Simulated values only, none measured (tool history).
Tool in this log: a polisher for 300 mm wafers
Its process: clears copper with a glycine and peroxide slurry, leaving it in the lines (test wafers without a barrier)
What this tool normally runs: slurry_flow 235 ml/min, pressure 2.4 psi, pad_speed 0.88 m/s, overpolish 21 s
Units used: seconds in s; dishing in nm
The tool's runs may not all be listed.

run,hour,slurry_flow,pressure,pad_speed,overpolish,wafers since the last listed run,wafers polished on this pad,hours since the slurry nozzle was cleaned,hours since the head pressure was calibrated,"incoming thickness of the incoming film, nm",seconds,dishing
1,0.0,235,2.4,0.88,21,0,774,135.4,366.8,421.9,98.7,54.1
2,12.8,235,2.4,0.88,21,94,869,148.2,379.6,415.9,99.7,53.8
3,27.8,235,2.4,0.88,21,110,979,163.2,394.6,420.2,102.4,53.3
# hour 30.0: head pressure recalibrated
# hour 53.0: worn pad replaced by a new one
4,53.5,235,2.4,0.88,21,144,3,188.9,23.5,420.3,91.1,58.2
5,70.7,235,2.4,0.88,30,126,129,206.1,40.7,422.7,93.3,76.5
6,100.2,285,2.4,0.88,21,217,347,235.6,70.2,414.2,91.9,58.4
7,128.2,235,2.4,0.88,21,205,552,263.6,98.2,412.3,95.3,56.4
8,159.3,235,2.4,0.88,21,228,781,294.7,129.3,415.5,95.4,55.7
9,182.2,235,2.4,0.88,21,168,950,317.6,152.2,418.8,93.2,55.0
# hour 216.4: slurry nozzle cleaned
10,216.9,235,2.4,0.88,21,247,1198,0.5,186.9,423.8,97.3,57.1
# hour 222.2: worn pad replaced by a new one
11,241.9,235,2.4,0.88,21,154,144,25.5,211.9,420.3,94.0,55.8
12,269.1,235,2.4,0.88,21,200,344,52.7,239.1,419.0,93.6,56.3
13,282.0,235,2.4,1.02,21,94,439,65.6,252.0,417.6,86.1,60.6
14,313.8,170,2.1,0.62,16,233,673,97.4,283.8,423.6,127.6,34.2
15,338.7,235,2.0,0.70,21,183,856,122.3,308.7,421.9,121.1,47.0
# hour 354.1: worn pad replaced by a new one
16,357.7,235,2.4,0.58,21,110,26,141.3,327.7,426.8,117.7,47.0
17,387.0,235,2.1,0.98,16,215,242,170.6,357.0,416.2,98.7,42.3
18,409.2,235,2.4,0.88,21,163,405,192.8,379.2,415.9,97.7,54.1
19,443.5,165,2.1,1.00,27,252,658,227.1,413.5,418.4,103.6,62.5
# hour 459.7: head pressure recalibrated
20,479.3,235,2.4,0.88,21,248,906,262.9,19.6,418.7,93.6,56.4
# hour 487.7: worn pad replaced by a new one
21,506.3,235,2.9,0.88,21,169,136,289.9,46.6,417.0,83.1,62.0
22,529.7,235,2.4,0.88,21,172,309,313.3,70.0,419.6,97.7,55.4
23,551.2,235,2.1,0.88,21,158,467,334.8,91.5,423.5,104.9,51.6
24,576.4,235,2.4,0.88,21,185,652,360.0,116.7,420.1,99.1,55.7
25,588.7,210,1.7,0.88,15,90,743,372.3,129.0,420.5,126.4,33.4
# hour 590.4: slurry nozzle cleaned
# hour 622.4: worn pad replaced by a new one
26,622.9,210,1.7,0.88,15,214,3,32.5,163.2,418.0,110.9,36.4

Forecast each of these 3 alternatives for the next run:
A,623.4,235,2.4,0.88,21,3,7,33.0,163.7,412.6,?,?
B,623.4,280,2.4,0.88,21,3,7,33.0,163.7,412.6,?,?
C,623.4,210,2.4,1.12,21,3,7,33.0,163.7,412.6,?,?

run,seconds,dishing
A,89.9,58.0
B,88.1,59.0
C,79.4,63.8
Stripped of hidden state, with their random variation kept, the same runs would have yielded:
run,seconds,dishing
A,88.9,58.5
B,87.2,59.5
C,78.6,64.4
